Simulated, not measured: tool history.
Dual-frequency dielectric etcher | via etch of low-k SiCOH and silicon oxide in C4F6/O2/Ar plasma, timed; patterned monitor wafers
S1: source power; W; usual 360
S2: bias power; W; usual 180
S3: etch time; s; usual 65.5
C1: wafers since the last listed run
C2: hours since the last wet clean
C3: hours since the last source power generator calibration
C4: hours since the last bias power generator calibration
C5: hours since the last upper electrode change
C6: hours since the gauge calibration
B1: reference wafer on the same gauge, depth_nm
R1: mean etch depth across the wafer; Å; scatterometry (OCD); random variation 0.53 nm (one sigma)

{"run": 1, "hour": 0.0, "S1": 360, "S2": 180, "S3": 56, "C1": 0, "C2": 325.7, "C3": 1991.3, "C4": 1369.8, "C5": 3484.8, "C6": 421.4, "B1": 157.6, "R1": 1381}
{"run": 2, "hour": 42.5, "S1": 360, "S2": 180, "S3": 56, "C1": 444, "C2": 368.2, "C3": 2033.8, "C4": 1412.3, "C5": 3527.3, "C6": 463.9, "B1": 157.8, "R1": 1385}
{"run": 3, "hour": 85.0, "S1": 390, "S2": 180, "S3": 65.5, "C1": 444, "C2": 410.7, "C3": 2076.3, "C4": 1454.8, "C5": 3569.8, "C6": 506.4, "B1": 157.7, "R1": 1696}
{"hour": 119.4, "done": "wet clean of the chamber"}
{"run": 4, "hour": 119.9, "S1": 390, "S2": 180, "S3": 65.5, "C1": 114, "C2": 0.5, "C3": 2111.2, "C4": 1489.7, "C5": 3604.7, "C6": 541.3, "B1": 157.9, "R1": 1706}
{"run": 5, "hour": 169.3, "S1": 360, "S2": 166, "S3": 65.5, "C1": 516, "C2": 49.9, "C3": 2160.6, "C4": 1539.1, "C5": 3654.1, "C6": 590.7, "B1": 157.9, "R1": 1576}
{"run": 6, "hour": 228.9, "S1": 400, "S2": 180, "S3": 65.5, "C1": 623, "C2": 109.5, "C3": 2220.2, "C4": 1598.7, "C5": 3713.7, "C6": 650.3, "B1": 157.9, "R1": 1734}
{"run": 7, "hour": 270.9, "S1": 360, "S2": 180, "S3": 72.5, "C1": 439, "C2": 151.5, "C3": 2262.2, "C4": 1640.7, "C5": 3755.7, "C6": 692.3, "B1": 158.1, "R1": 1798}
{"run": 8, "hour": 320.4, "S1": 360, "S2": 180, "S3": 72.5, "C1": 517, "C2": 201, "C3": 2311.7, "C4": 1690.2, "C5": 3805.2, "C6": 741.8, "B1": 158.1, "R1": 1792}
{"run": 9, "hour": 364.7, "S1": 360, "S2": 180, "S3": 65.5, "C1": 463, "C2": 245.3, "C3": 2356, "C4": 1734.5, "C5": 3849.5, "C6": 786.1, "B1": 158.1, "R1": 1629}
{"run": 10, "hour": 434.1, "S1": 360, "S2": 180, "S3": 65.5, "C1": 726, "C2": 314.7, "C3": 2425.4, "C4": 1803.9, "C5": 3918.9, "C6": 855.5, "B1": 158.3, "R1": 1624}
{"run": 11, "hour": 468.2, "S1": 360, "S2": 180, "S3": 65.5, "C1": 356, "C2": 348.8, "C3": 2459.5, "C4": 1838, "C5": 3953, "C6": 889.6, "B1": 158.3, "R1": 1619}
{"hour": 549.7, "done": "wet clean of the chamber"}
{"run": 12, "hour": 550.2, "S1": 300, "S2": 210, "S3": 65.5, "C1": 606, "C2": 0.5, "C3": 2541.5, "C4": 1920, "C5": 4035, "C6": 971.6, "B1": 158.1, "R1": 1513}
{"run": 13, "hour": 579.9, "S1": 360, "S2": 180, "S3": 65.5, "C1": 310, "C2": 30.2, "C3": 2571.2, "C4": 1949.7, "C5": 4064.7, "C6": 1001.3, "B1": 158.4, "R1": 1636}
{"run": 14, "hour": 634.1, "S1": 360, "S2": 199, "S3": 65.5, "C1": 567, "C2": 84.4, "C3": 2625.4, "C4": 2003.9, "C5": 4118.9, "C6": 1055.5, "B1": 158.3, "R1": 1686}
{"hour": 674.3, "done": "upper electrode replaced"}
{"run": 15, "hour": 687.5, "S1": 380, "S2": 143, "S3": 55.5, "C1": 307, "C2": 137.8, "C3": 2678.8, "C4": 2057.3, "C5": 13.2, "C6": 1108.9, "B1": 158.4, "R1": 1311}
{"hour": 718.4, "done": "gauge calibrated"}
{"run": 16, "hour": 744.7, "S1": 430, "S2": 180, "S3": 65.5, "C1": 598, "C2": 195, "C3": 2736, "C4": 2114.5, "C5": 70.4, "C6": 26.3, "B1": 156.5, "R1": 1786}
{"run": 17, "hour": 813.3, "S1": 410, "S2": 216, "S3": 79, "C1": 717, "C2": 263.6, "C3": 2804.6, "C4": 2183.1, "C5": 139, "C6": 94.9, "B1": 156.8, "R1": 2246}
{"run": 18, "hour": 914.1, "S1": 360, "S2": 180, "S3": 65.5, "C1": 1054, "C2": 364.4, "C3": 2905.4, "C4": 2283.9, "C5": 239.8, "C6": 195.7, "B1": 157.3, "R1": 1614}
{"hour": 952.0, "done": "wet clean of the chamber"}
{"run": 19, "hour": 952.5, "S1": 320, "S2": 180, "S3": 65.5, "C1": 150, "C2": 0.5, "C3": 2943.8, "C4": 2322.3, "C5": 278.2, "C6": 234.1, "B1": 157.4, "R1": 1502}
{"run": 20, "hour": 1009.3, "S1": 410, "S2": 216, "S3": 79, "C1": 594, "C2": 57.3, "C3": 3000.6, "C4": 2379.1, "C5": 335, "C6": 290.9, "B1": 157.7, "R1": 2255}
{"run": 21, "hour": 1078.7, "S1": 360, "S2": 152, "S3": 65.5, "C1": 726, "C2": 126.7, "C3": 3070, "C4": 2448.5, "C5": 404.4, "C6": 360.3, "B1": 157.9, "R1": 1532}
{"run": 22, "hour": 1143.7, "S1": 360, "S2": 180, "S3": 65.5, "C1": 680, "C2": 191.7, "C3": 3135, "C4": 2513.5, "C5": 469.4, "C6": 425.3, "B1": 158.2, "R1": 1622}
{"hour": 1152.6, "done": "bias power generator calibrated"}
{"hour": 1180.2, "done": "source power generator calibrated"}
{"run": 23, "hour": 1199.2, "S1": 360, "S2": 195, "S3": 79.5, "C1": 497, "C2": 247.2, "C3": 19, "C4": 46.6, "C5": 524.9, "C6": 480.8, "B1": 158.1, "R1": 2039}
{"run": 24, "hour": 1243.7, "S1": 300, "S2": 180, "S3": 65.5, "C1": 465, "C2": 291.7, "C3": 63.5, "C4": 91.1, "C5": 569.4, "C6": 525.3, "B1": 158.3, "R1": 1443}
{"hour": 1321.0, "done": "wet clean of the chamber"}
{"run": 25, "hour": 1385.4, "S1": 290, "S2": 180, "S3": 72.5, "C1": 1231, "C2": 64.4, "C3": 205.2, "C4": 232.8, "C5": 711.1, "C6": 667, "B1": 158.5, "R1": 1551}
{"run": 26, "hour": 1445.9, "S1": 300, "S2": 145, "S3": 46.5, "C1": 633, "C2": 124.9, "C3": 265.7, "C4": 293.3, "C5": 771.6, "C6": 727.5, "B1": 158.7, "R1": 957}
{"run": 27, "hour": 1508.8, "S1": 360, "S2": 145, "S3": 65.5, "C1": 658, "C2": 187.8, "C3": 328.6, "C4": 356.2, "C5": 834.5, "C6": 790.4, "B1": 158.5, "R1": 1510}
{"run": 28, "hour": 1549.7, "S1": 360, "S2": 153, "S3": 48, "C1": 427, "C2": 228.7, "C3": 369.5, "C4": 397.1, "C5": 875.4, "C6": 831.3, "B1": 158.6, "R1": 1129}
{"run": 29, "hour": 1606.9, "S1": 450, "S2": 180, "S3": 54.5, "C1": 598, "C2": 285.9, "C3": 426.7, "C4": 454.3, "C5": 932.6, "C6": 888.5, "B1": 158.8, "R1": 1537}
{"run": 30, "hour": 1630.9, "S1": 360, "S2": 146, "S3": 65.5, "C1": 251, "C2": 309.9, "C3": 450.7, "C4": 478.3, "C5": 956.6, "C6": 912.5, "B1": 158.8, "R1": 1521}

3 ways to go on from here, each from the tool as it stands after run 30. What would each give?
{"run": "A", "hour": 1631.3, "S1": 360, "S2": 180, "S3": 49.5, "C1": 4, "C2": 310.3, "C3": 451.1, "C4": 478.7, "C5": 957, "C6": 912.9, "B1": "?", "R1": "?"}
{"run": "B", "hour": 1631.3, "S1": 390, "S2": 197, "S3": 54.5, "C1": 4, "C2": 310.3, "C3": 451.1, "C4": 478.7, "C5": 957, "C6": 912.9, "B1": "?", "R1": "?"}
{"run": "C", "hour": 1631.3, "S1": 420, "S2": 180, "S3": 58, "C1": 4, "C2": 310.3, "C3": 451.1, "C4": 478.7, "C5": 957, "C6": 912.9, "B1": "?", "R1": "?"}

run=A B1=158.9 R1=1229
run=B B1=158.9 R1=1465
run=C B1=158.9 R1=1579
Without the tool's hidden state the same runs would have given:
run=A R1=1207
run=B R1=1439
run=C R1=1551

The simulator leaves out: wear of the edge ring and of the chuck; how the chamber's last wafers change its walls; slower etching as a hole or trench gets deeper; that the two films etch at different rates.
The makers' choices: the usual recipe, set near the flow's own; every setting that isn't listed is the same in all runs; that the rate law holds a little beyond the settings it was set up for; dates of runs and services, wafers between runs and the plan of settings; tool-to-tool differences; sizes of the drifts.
